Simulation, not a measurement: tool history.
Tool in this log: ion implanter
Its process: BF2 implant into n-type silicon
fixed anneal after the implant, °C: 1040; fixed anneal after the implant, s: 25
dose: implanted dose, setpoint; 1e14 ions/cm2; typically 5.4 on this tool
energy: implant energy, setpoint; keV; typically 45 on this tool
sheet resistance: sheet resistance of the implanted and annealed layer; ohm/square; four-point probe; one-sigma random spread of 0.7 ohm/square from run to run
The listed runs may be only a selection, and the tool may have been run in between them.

| run | hour | dose | energy | wafers since the last listed run | hours since the last dose calibration | hours since the extraction supply was calibrated | hours since the gauge calibration | read-back reference wafer on the same gauge, sheet resistance | sheet resistance |
|---|---|---|---|---|---|---|---|---|---|
| 1 | 0 | 5.4 | 45 | 0 | 1391.5 | 4583.7 | 351.8 | 198.91 | 212.68 |
| 2 | 6.7 | 5.4 | 45 | 100 | 1398.2 | 4590.4 | 358.5 | 199.02 | 212.68 |
| 3 | 20 | 5.4 | 45 | 199 | 1411.5 | 4603.7 | 371.8 | 199.09 | 212.44 |
| 4 | 27.4 | 4.35 | 45 | 110 | 1418.9 | 4611.1 | 379.2 | 199.02 | 255.96 |
| 5 | 42.7 | 5.4 | 45 | 229 | 1434.2 | 4626.4 | 394.5 | 198.78 | 213.77 |
| 6 | 50.6 | 5.4 | 45 | 118 | 1442.1 | 4634.3 | 402.4 | 199.09 | 214.44 |
| 7 | 66.9 | 5.4 | 45 | 243 | 1458.4 | 4650.6 | 418.7 | 198.77 | 214.62 |
| 8 | 73.4 | 5.4 | 38 | 97 | 1464.9 | 4657.1 | 425.2 | 198.91 | 216.67 |
| 9 | 83.3 | 5.4 | 45 | 148 | 1474.8 | 4667 | 435.1 | 199.12 | 214.35 |
| 10 | 101.3 | 5.4 | 45 | 269 | 1492.8 | 4685 | 453.1 | 198.9 | 215.47 |
| 11 | 117.7 | 5.4 | 45 | 245 | 1509.2 | 4701.4 | 469.5 | 198.89 | 214.43 |
| 12 | 132.9 | 5.05 | 45 | 227 | 1524.4 | 4716.6 | 484.7 | 199.12 | 228.25 |
| 13 | 139.6 | 5.05 | 45 | 100 | 1531.1 | 4723.3 | 491.4 | 199.01 | 228.46 |
|  | 150.5 | Faraday cup replaced and dose calibrated |
| 14 | 153.2 | 5.4 | 45 | 83 | 2.7 | 4736.9 | 505 | 199.04 | 204.1 |
| 15 | 161.2 | 5.4 | 45 | 119 | 10.7 | 4744.9 | 513 | 198.95 | 203.86 |
| 16 | 174.7 | 5.4 | 40 | 202 | 24.2 | 4758.4 | 526.5 | 198.92 | 205.55 |
|  | 190 | extraction supply calibrated |
| 17 | 190.5 | 5.4 | 45 | 116 | 40 | 0.5 | 542.3 | 199.04 | 204.15 |
| 18 | 192.9 | 6.71 | 31.5 | 35 | 42.4 | 2.9 | 544.7 | 199.1 | 173.66 |
| 19 | 210.2 | 5.4 | 36 | 258 | 59.7 | 20.2 | 562 | 198.84 | 207.61 |
| 20 | 221.8 | 6.51 | 58 | 173 | 71.3 | 31.8 | 573.6 | 198.9 | 169.35 |
| 21 | 234 | 5.4 | 45 | 182 | 83.5 | 44 | 585.8 | 199.12 | 205.23 |
| 22 | 245.3 | 5.4 | 45 | 169 | 94.8 | 55.3 | 597.1 | 199.03 | 202.37 |
| 23 | 260 | 5.4 | 45 | 220 | 109.5 | 70 | 611.8 | 198.9 | 203.19 |
| 24 | 269 | 5.4 | 45 | 134 | 118.5 | 79 | 620.8 | 198.91 | 203.56 |
| 25 | 276.7 | 6.4 | 35.5 | 115 | 126.2 | 86.7 | 628.5 | 199.07 | 178.81 |
| 26 | 301.7 | 4.85 | 45 | 374 | 151.2 | 111.7 | 653.5 | 199.06 | 224.31 |
|  | 328.2 | gauge calibrated |
| 27 | 354.5 | 6.85 | 49 | 790 | 204 | 164.5 | 26.3 | 198.89 | 164.11 |
| 28 | 368.9 | 5.4 | 45 | 215 | 218.4 | 178.9 | 40.7 | 199.09 | 203.34 |
| 29 | 381.5 | 5.4 | 45 | 188 | 231 | 191.5 | 53.3 | 199.13 | 203.62 |
| 30 | 398.9 | 4.47 | 36.5 | 260 | 248.4 | 208.9 | 70.7 | 199.01 | 242.85 |
| 31 | 412.9 | 4.92 | 51 | 209 | 262.4 | 222.9 | 84.7 | 198.98 | 218.34 |
| 32 | 427.9 | 4.9 | 57.5 | 224 | 277.4 | 237.9 | 99.7 | 199.05 | 216.96 |
| 33 | 439.4 | 4.95 | 32 | 172 | 288.9 | 249.4 | 111.2 | 198.99 | 225.67 |
| 34 | 455.2 | 4.87 | 34 | 236 | 304.7 | 265.2 | 127 | 198.86 | 229.07 |
| 35 | 467.7 | 5.4 | 45 | 187 | 317.2 | 277.7 | 139.5 | 198.91 | 203.14 |
| 36 | 475.9 | 6.68 | 35 | 122 | 325.4 | 285.9 | 147.7 | 198.95 | 173.26 |

Exercise: give the hidden state of the tool at every run:
deviation of the true energy from its setpoint, %: 0 on each run
gauge reads high (%): 0 on each run
H1: deviation of the true dose from the Faraday cup's reading, %
| run | H1 |
|---|---|
| 1 | -4.84 |
| 2 | -4.89 |
| 3 | -4.98 |
| 4 | -5.04 |
| 5 | -5.14 |
| 6 | -5.2 |
| 7 | -5.32 |
| 8 | -5.36 |
| 9 | -5.44 |
| 10 | -5.57 |
| 11 | -5.69 |
| 12 | -5.81 |
| 13 | -5.86 |
| 14 | 0.389 |
| 15 | 0.389 |
| 16 | 0.388 |
| 17 | 0.386 |
| 18 | 0.385 |
| 19 | 0.381 |
| 20 | 0.377 |
| 21 | 0.372 |
| 22 | 0.367 |
| 23 | 0.36 |
| 24 | 0.355 |
| 25 | 0.35 |
| 26 | 0.333 |
| 27 | 0.286 |
| 28 | 0.271 |
| 29 | 0.257 |
| 30 | 0.236 |
| 31 | 0.219 |
| 32 | 0.198 |
| 33 | 0.182 |
| 34 | 0.159 |
| 35 | 0.14 |
| 36 | 0.127 |

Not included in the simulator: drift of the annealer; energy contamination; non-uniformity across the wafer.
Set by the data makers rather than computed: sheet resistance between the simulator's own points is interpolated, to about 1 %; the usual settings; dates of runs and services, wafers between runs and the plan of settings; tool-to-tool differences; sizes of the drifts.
